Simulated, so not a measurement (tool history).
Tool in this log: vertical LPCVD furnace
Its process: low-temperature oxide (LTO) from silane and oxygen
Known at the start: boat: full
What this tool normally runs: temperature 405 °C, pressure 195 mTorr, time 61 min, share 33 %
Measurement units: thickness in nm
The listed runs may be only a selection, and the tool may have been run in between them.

run,hour,temperature,pressure,time,share,wafers since the last listed run,hours since the last temperature calibration,hours since the pressure gauge was zeroed,hours since the silane flow controller was replaced,hours since the gauge calibration,"read-back reference wafer on the same gauge, thickness",thickness
1,0,401,195,61,33,0,4117.5,3605.6,5109,305.5,385.96,368.45
2,23.3,405,195,61,33,386,4140.8,3628.9,5132.3,328.8,385.92,385.66
3,38,405,195,61,33,243,4155.5,3643.6,5147,343.5,386.26,384.04
4,53.5,414,195,61,38,257,4171,3659.1,5162.5,359,386.08,509.28
5,81.9,405,195,61,33,471,4199.4,3687.5,5190.9,387.4,386.11,384.67
6,114.1,405,195,61,33,534,4231.6,3719.7,5223.1,419.6,385.83,385.15
# hour 151.7: gauge calibrated
7,181.2,405,195,61,33,1113,4298.7,3786.8,5290.2,29.5,385.94,385.22
8,194.9,414,230,61,38,227,4312.4,3800.5,5303.9,43.2,385.82,607.52
9,214.4,411,195,71,29,323,4331.9,3820,5323.4,62.7,386.04,398.92
10,236.4,405,195,61,33,365,4353.9,3842,5345.4,84.7,386.16,385.08
# hour 344.1: silane flow controller replaced
# hour 345.4: thermocouples replaced and temperature profile calibrated
# hour 346: pressure gauge zeroed
11,346.5,405,195,61,33,1397,1.1,0.5,2.4,194.8,386.08,406.48
12,356.5,415,170,70.5,30,165,11.1,10.5,12.4,204.8,386.04,400.86
13,371.9,413,195,80,28,255,26.5,25.9,27.8,220.2,385.8,460.24
14,407.6,405,195,84.5,33,592,62.2,61.6,63.5,255.9,385.94,561.57
15,440,415,235,47,35,537,94.6,94,95.9,288.3,386.15,454.52

Forecast each of these 4 alternatives for the next run:
A,444.8,405,195,61,33,79,99.4,98.8,100.7,293.1,?,?
B,444.8,405,195,39,33,79,99.4,98.8,100.7,293.1,?,?
C,444.8,397,240,72.5,35,79,99.4,98.8,100.7,293.1,?,?
D,444.8,413,195,61,37,79,99.4,98.8,100.7,293.1,?,?

run,"read-back reference wafer on the same gauge, thickness",thickness
A,385.87,405.22
B,385.87,259.08
C,385.87,585.6
D,385.87,514.27
What these runs would have given with no unlogged condition in the tool:
run,thickness
A,405.02
B,258.95
C,585.36
D,514.01
